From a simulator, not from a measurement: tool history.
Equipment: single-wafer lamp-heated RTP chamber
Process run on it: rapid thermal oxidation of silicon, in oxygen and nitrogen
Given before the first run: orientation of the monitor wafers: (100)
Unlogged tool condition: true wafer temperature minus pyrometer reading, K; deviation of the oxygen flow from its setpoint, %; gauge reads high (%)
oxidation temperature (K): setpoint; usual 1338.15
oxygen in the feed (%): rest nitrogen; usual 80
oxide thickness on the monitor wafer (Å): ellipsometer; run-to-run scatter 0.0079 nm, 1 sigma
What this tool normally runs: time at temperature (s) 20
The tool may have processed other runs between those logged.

| run | hour | oxidation temperature (K) | time at temperature (s) | oxygen in the feed (%) | wafers since the last listed run | wafers since the last pyrometer calibration | hours since the oxygen flow controller was replaced | hours since the gauge calibration | read-back reference wafer on the same gauge, thickness | oxide thickness on the monitor wafer (Å) |
|---|---|---|---|---|---|---|---|---|---|---|
| 1 | 0.0 | 1353.15 | 25 | 80 | 0 | 1937 | 5821.3 | 30.7 | 5.598 | 63.76 |
| 2 | 17.7 | 1338.15 | 20 | 72 | 181 | 2118 | 5839.0 | 48.4 | 5.600 | 50.96 |
| 3 | 42.9 | 1338.15 | 20 | 72 | 258 | 2377 | 5864.2 | 73.6 | 5.599 | 51.14 |
| 4 | 55.3 | 1338.15 | 20 | 80 | 127 | 2504 | 5876.6 | 86.0 | 5.598 | 52.71 |
| 5 | 87.3 | 1338.15 | 22 | 80 | 328 | 2833 | 5908.6 | 118.0 | 5.599 | 54.98 |
| 6 | 111.9 | 1338.15 | 22 | 80 | 252 | 3085 | 5933.2 | 142.6 | 5.602 | 55.05 |
| 7 | 138.6 | 1338.15 | 22 | 80 | 274 | 3359 | 5959.9 | 169.3 | 5.597 | 55.47 |
| 8 | 170.2 | 1338.15 | 20 | 80 | 324 | 3684 | 5991.5 | 200.9 | 5.600 | 53.27 |
|  | 182.0 | pyrometer window cleaned and pyrometer calibrated |
| 9 | 185.7 | 1338.15 | 20 | 80 | 76 | 38 | 6007.0 | 216.4 | 5.603 | 52.63 |
| 10 | 217.7 | 1338.15 | 20 | 80 | 328 | 366 | 6039.0 | 248.4 | 5.601 | 52.62 |
| 11 | 242.1 | 1338.15 | 20 | 80 | 250 | 617 | 6063.4 | 272.8 | 5.602 | 52.57 |
| 12 | 273.3 | 1338.15 | 20 | 80 | 320 | 937 | 6094.6 | 304.0 | 5.596 | 52.57 |
| 13 | 302.5 | 1338.15 | 20 | 80 | 299 | 1237 | 6123.8 | 333.2 | 5.599 | 52.67 |
| 14 | 332.2 | 1348.15 | 20 | 80 | 304 | 1541 | 6153.5 | 362.9 | 5.600 | 56.30 |
| 15 | 349.0 | 1348.15 | 20 | 80 | 172 | 1714 | 6170.3 | 379.7 | 5.600 | 56.13 |
| 16 | 381.8 | 1338.15 | 20 | 80 | 336 | 2051 | 6203.1 | 412.5 | 5.601 | 52.68 |
| 17 | 399.9 | 1338.15 | 17 | 52 | 185 | 2236 | 6221.2 | 430.6 | 5.600 | 42.61 |
| 18 | 471.5 | 1338.15 | 20 | 80 | 734 | 2971 | 6292.8 | 502.2 | 5.598 | 52.96 |
|  | 484.4 | pyrometer window cleaned and pyrometer calibrated |
| 19 | 497.1 | 1338.15 | 23 | 80 | 180 | 130 | 6318.4 | 527.8 | 5.598 | 55.54 |
| 20 | 525.2 | 1348.15 | 28 | 80 | 288 | 419 | 6346.5 | 555.9 | 5.598 | 64.56 |
| 21 | 538.2 | 1323.15 | 25 | 91 | 133 | 552 | 6359.5 | 568.9 | 5.600 | 54.61 |
|  | 551.5 | oxygen flow controller replaced |
| 22 | 567.0 | 1321.15 | 29 | 80 | 213 | 766 | 15.5 | 597.7 | 5.601 | 54.65 |
| 23 | 587.2 | 1357.15 | 30 | 64 | 207 | 973 | 35.7 | 617.9 | 5.601 | 65.23 |
| 24 | 619.4 | 1338.15 | 20 | 80 | 330 | 1304 | 67.9 | 650.1 | 5.601 | 52.52 |
| 25 | 641.2 | 1316.15 | 20 | 80 | 223 | 1527 | 89.7 | 671.9 | 5.601 | 45.46 |
| 26 | 660.8 | 1338.15 | 20 | 80 | 201 | 1729 | 109.3 | 691.5 | 5.600 | 52.69 |
|  | 706.9 | gauge calibrated |
| 27 | 733.8 | 1362.15 | 17 | 51 | 749 | 2478 | 182.3 | 26.9 | 5.599 | 49.54 |
| 28 | 766.4 | 1338.15 | 20 | 88 | 334 | 2812 | 214.9 | 59.5 | 5.601 | 54.66 |
| 29 | 799.5 | 1338.15 | 26 | 97 | 339 | 3152 | 248.0 | 92.6 | 5.599 | 63.46 |
| 30 | 821.3 | 1338.15 | 20 | 59 | 223 | 3376 | 269.8 | 114.4 | 5.601 | 47.77 |
|  | 838.7 | pyrometer window cleaned and pyrometer calibrated |
| 31 | 844.2 | 1356.15 | 20 | 52 | 152 | 56 | 292.7 | 137.3 | 5.600 | 50.92 |
| 32 | 879.3 | 1338.15 | 20 | 80 | 360 | 417 | 327.8 | 172.4 | 5.601 | 52.62 |
| 33 | 910.1 | 1312.15 | 28 | 98 | 316 | 733 | 358.6 | 203.2 | 5.600 | 54.53 |

Each row is a separate what-if for the run after 33, all from the same tool condition, not one after another. Results?
| A | 910.5 | 1326.15 | 20 | 80 | 4 | 737 | 359.0 | 203.6 | ? | ? |
| B | 910.5 | 1361.15 | 27 | 98 | 4 | 737 | 359.0 | 203.6 | ? | ? |
| C | 910.5 | 1321.15 | 20 | 80 | 4 | 737 | 359.0 | 203.6 | ? | ? |

| run | read-back reference wafer on the same gauge, thickness | oxide thickness on the monitor wafer (Å) |
|---|---|---|
| A | 5.598 | 48.51 |
| B | 5.598 | 74.28 |
| C | 5.598 | 46.93 |
Take away the tool's hidden state, keep each run's random variation, and the runs would have read:
| run | oxide thickness on the monitor wafer (Å) |
|---|---|
| A | 48.45 |
| B | 74.19 |
| C | 46.86 |

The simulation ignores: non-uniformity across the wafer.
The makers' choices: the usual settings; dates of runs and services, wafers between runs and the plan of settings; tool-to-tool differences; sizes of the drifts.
